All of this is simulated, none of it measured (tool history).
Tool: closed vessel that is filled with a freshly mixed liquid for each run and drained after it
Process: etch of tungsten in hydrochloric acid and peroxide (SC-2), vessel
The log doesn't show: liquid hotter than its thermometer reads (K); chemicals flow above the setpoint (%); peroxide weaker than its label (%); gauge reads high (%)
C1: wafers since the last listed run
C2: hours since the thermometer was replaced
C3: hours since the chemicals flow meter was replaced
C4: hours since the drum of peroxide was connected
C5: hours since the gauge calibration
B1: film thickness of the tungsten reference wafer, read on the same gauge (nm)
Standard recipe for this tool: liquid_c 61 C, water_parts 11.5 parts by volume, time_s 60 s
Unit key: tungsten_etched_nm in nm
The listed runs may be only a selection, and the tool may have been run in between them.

{"run": 1, "day": 0.0, "liquid_c": 61, "water_parts": 9, "time_s": 35, "C1": 0, "C2": 1991.9, "C3": 635, "C4": 12.7, "C5": 1717.9, "B1": 119.99, "tungsten_etched_nm": 15.81}
{"run": 2, "day": 4.354, "liquid_c": 61, "water_parts": 9, "time_s": 35, "C1": 14228, "C2": 2096.4, "C3": 739.5, "C4": 117.2, "C5": 1822.4, "B1": 120.02, "tungsten_etched_nm": 15.74}
{"run": 3, "day": 6.217, "liquid_c": 61, "water_parts": 11.5, "time_s": 35, "C1": 6086, "C2": 2141.1, "C3": 784.2, "C4": 161.9, "C5": 1867.1, "B1": 120, "tungsten_etched_nm": 12.91}
{"run": 4, "day": 8.667, "liquid_c": 66, "water_parts": 11.5, "time_s": 60, "C1": 8006, "C2": 2199.9, "C3": 843, "C4": 220.7, "C5": 1925.9, "B1": 120.02, "tungsten_etched_nm": 30.04}
{"run": 5, "day": 12.562, "liquid_c": 61, "water_parts": 11.5, "time_s": 75, "C1": 12730, "C2": 2293.4, "C3": 936.5, "C4": 314.2, "C5": 2019.4, "B1": 120, "tungsten_etched_nm": 27.5}
{"run": 6, "day": 16.342, "liquid_c": 61, "water_parts": 13.5, "time_s": 50, "C1": 12349, "C2": 2384.1, "C3": 1027.2, "C4": 404.9, "C5": 2110.1, "B1": 120, "tungsten_etched_nm": 15.9}
{"day": 18.442, "done": "chemicals flow meter replaced"}
{"run": 7, "day": 20.304, "liquid_c": 61, "water_parts": 13.5, "time_s": 50, "C1": 12812, "C2": 2479.2, "C3": 44.7, "C4": 500, "C5": 2205.2, "B1": 120, "tungsten_etched_nm": 15.32}
{"run": 8, "day": 24.317, "liquid_c": 61, "water_parts": 11.5, "time_s": 60, "C1": 13112, "C2": 2575.5, "C3": 141, "C4": 596.3, "C5": 2301.5, "B1": 119.98, "tungsten_etched_nm": 21.08}
{"run": 9, "day": 27.358, "liquid_c": 61, "water_parts": 11.5, "time_s": 60, "C1": 9939, "C2": 2648.5, "C3": 214, "C4": 669.3, "C5": 2374.5, "B1": 119.99, "tungsten_etched_nm": 20.99}
{"run": 10, "day": 29.762, "liquid_c": 66, "water_parts": 7.5, "time_s": 60, "C1": 7856, "C2": 2706.2, "C3": 271.7, "C4": 727, "C5": 2432.2, "B1": 120.01, "tungsten_etched_nm": 40.56}
{"day": 31.038, "done": "new drum of peroxide connected"}
{"day": 37.338, "done": "thermometer replaced"}
{"day": 39.038, "done": "gauge calibrated"}
{"run": 11, "day": 43.033, "liquid_c": 66, "water_parts": 7.5, "time_s": 60, "C1": 43093, "C2": 136.7, "C3": 590.2, "C4": 287.9, "C5": 95.9, "B1": 120, "tungsten_etched_nm": 41.92}
{"run": 12, "day": 46.712, "liquid_c": 61, "water_parts": 11.5, "time_s": 60, "C1": 12022, "C2": 225, "C3": 678.5, "C4": 376.2, "C5": 184.2, "B1": 120.04, "tungsten_etched_nm": 21.7}
{"run": 13, "day": 48.65, "liquid_c": 61, "water_parts": 9, "time_s": 35, "C1": 6331, "C2": 271.5, "C3": 725, "C4": 422.7, "C5": 230.7, "B1": 120.02, "tungsten_etched_nm": 15.45}
{"run": 14, "day": 51.346, "liquid_c": 53, "water_parts": 15, "time_s": 90, "C1": 8809, "C2": 336.2, "C3": 789.7, "C4": 487.4, "C5": 295.4, "B1": 119.98, "tungsten_etched_nm": 15.43}
{"run": 15, "day": 55.667, "liquid_c": 61, "water_parts": 11.5, "time_s": 60, "C1": 14119, "C2": 439.9, "C3": 893.4, "C4": 591.1, "C5": 399.1, "B1": 119.97, "tungsten_etched_nm": 21.52}
{"day": 58.925, "done": "new drum of peroxide connected"}
{"run": 16, "day": 59.083, "liquid_c": 70.5, "water_parts": 15, "time_s": 60, "C1": 11028, "C2": 521.9, "C3": 975.4, "C4": 3.8, "C5": 481.1, "B1": 120, "tungsten_etched_nm": 31.67}
{"run": 17, "day": 62.967, "liquid_c": 55.5, "water_parts": 14, "time_s": 30, "C1": 12689, "C2": 615.1, "C3": 1068.6, "C4": 97, "C5": 574.3, "B1": 120, "tungsten_etched_nm": 6.66}
{"run": 18, "day": 65.162, "liquid_c": 70.5, "water_parts": 15, "time_s": 60, "C1": 7175, "C2": 667.8, "C3": 1121.3, "C4": 149.7, "C5": 627, "B1": 120.01, "tungsten_etched_nm": 31.56}
{"run": 19, "day": 66.804, "liquid_c": 69, "water_parts": 7.5, "time_s": 80, "C1": 5364, "C2": 707.2, "C3": 1160.7, "C4": 189.1, "C5": 666.4, "B1": 119.98, "tungsten_etched_nm": 68.65}
{"day": 67.992, "done": "chemicals flow meter replaced"}
{"run": 20, "day": 69.925, "liquid_c": 61, "water_parts": 16.5, "time_s": 75, "C1": 10062, "C2": 782.1, "C3": 46.4, "C4": 264, "C5": 741.3, "B1": 119.99, "tungsten_etched_nm": 19.21}
{"run": 21, "day": 73.775, "liquid_c": 61, "water_parts": 11.5, "time_s": 60, "C1": 12580, "C2": 874.5, "C3": 138.8, "C4": 356.4, "C5": 833.7, "B1": 119.99, "tungsten_etched_nm": 21.13}
{"run": 22, "day": 76.512, "liquid_c": 69, "water_parts": 7.5, "time_s": 80, "C1": 8945, "C2": 940.2, "C3": 204.5, "C4": 422.1, "C5": 899.4, "B1": 120, "tungsten_etched_nm": 65.2}
{"run": 23, "day": 79.375, "liquid_c": 52.5, "water_parts": 11.5, "time_s": 35, "C1": 9354, "C2": 1008.9, "C3": 273.2, "C4": 490.8, "C5": 968.1, "B1": 120.02, "tungsten_etched_nm": 7.14}
{"run": 24, "day": 83.817, "liquid_c": 61, "water_parts": 11.5, "time_s": 60, "C1": 14514, "C2": 1115.5, "C3": 379.8, "C4": 597.4, "C5": 1074.7, "B1": 120.01, "tungsten_etched_nm": 20.88}
{"day": 86.133, "done": "new drum of peroxide connected"}
{"run": 25, "day": 92.229, "liquid_c": 65, "water_parts": 14, "time_s": 50, "C1": 27354, "C2": 1317.4, "C3": 581.7, "C4": 146.3, "C5": 1276.6, "B1": 120.01, "tungsten_etched_nm": 19.69}
{"run": 26, "day": 93.762, "liquid_c": 64, "water_parts": 11.5, "time_s": 50, "C1": 5010, "C2": 1354.2, "C3": 618.5, "C4": 183.1, "C5": 1313.4, "B1": 119.96, "tungsten_etched_nm": 21.92}
{"run": 27, "day": 97.488, "liquid_c": 67, "water_parts": 11.5, "time_s": 60, "C1": 12172, "C2": 1443.6, "C3": 707.9, "C4": 272.5, "C5": 1402.8, "B1": 119.98, "tungsten_etched_nm": 31.39}
{"run": 28, "day": 100.912, "liquid_c": 61, "water_parts": 16, "time_s": 60, "C1": 11192, "C2": 1525.8, "C3": 790.1, "C4": 354.7, "C5": 1485, "B1": 119.99, "tungsten_etched_nm": 16.36}
{"run": 29, "day": 103.379, "liquid_c": 65, "water_parts": 14, "time_s": 50, "C1": 8060, "C2": 1585, "C3": 849.3, "C4": 413.9, "C5": 1544.2, "B1": 120.01, "tungsten_etched_nm": 19.66}
{"run": 30, "day": 107.017, "liquid_c": 66, "water_parts": 16.5, "time_s": 80, "C1": 11886, "C2": 1672.3, "C3": 936.6, "C4": 501.2, "C5": 1631.5, "B1": 120.02, "tungsten_etched_nm": 28.74}

What the log doesn't show, run by run:
liquid hotter than its thermometer reads (K): 0 on each run
gauge reads high (%): 0 on each run
H1: chemicals flow above the setpoint (%)
H2: peroxide weaker than its label (%)
run=1 H1=3.15 H2=0.0849
run=2 H1=3.62 H2=0.682
run=3 H1=3.82 H2=0.938
run=4 H1=4.08 H2=1.27
run=5 H1=4.5 H2=1.81
run=6 H1=4.91 H2=2.33
run=7 H1=0.823 H2=2.87
run=8 H1=1.25 H2=3.42
run=9 H1=1.58 H2=3.84
run=10 H1=1.84 H2=4.17
run=11 H1=3.26 H2=2.05
run=12 H1=3.66 H2=2.55
run=13 H1=3.87 H2=2.82
run=14 H1=4.16 H2=3.19
run=15 H1=4.62 H2=3.78
run=16 H1=4.99 H2=0.741
run=17 H1=5.4 H2=1.27
run=18 H1=5.64 H2=1.57
run=19 H1=5.82 H2=1.8
run=20 H1=0.385 H2=2.23
run=21 H1=0.798 H2=2.76
run=22 H1=1.09 H2=3.13
run=23 H1=1.4 H2=3.52
run=24 H1=1.88 H2=4.13
run=25 H1=2.78 H2=1.09
run=26 H1=2.94 H2=1.3
run=27 H1=3.34 H2=1.81
run=28 H1=3.71 H2=2.28
run=29 H1=3.98 H2=2.62
run=30 H1=4.37 H2=3.12
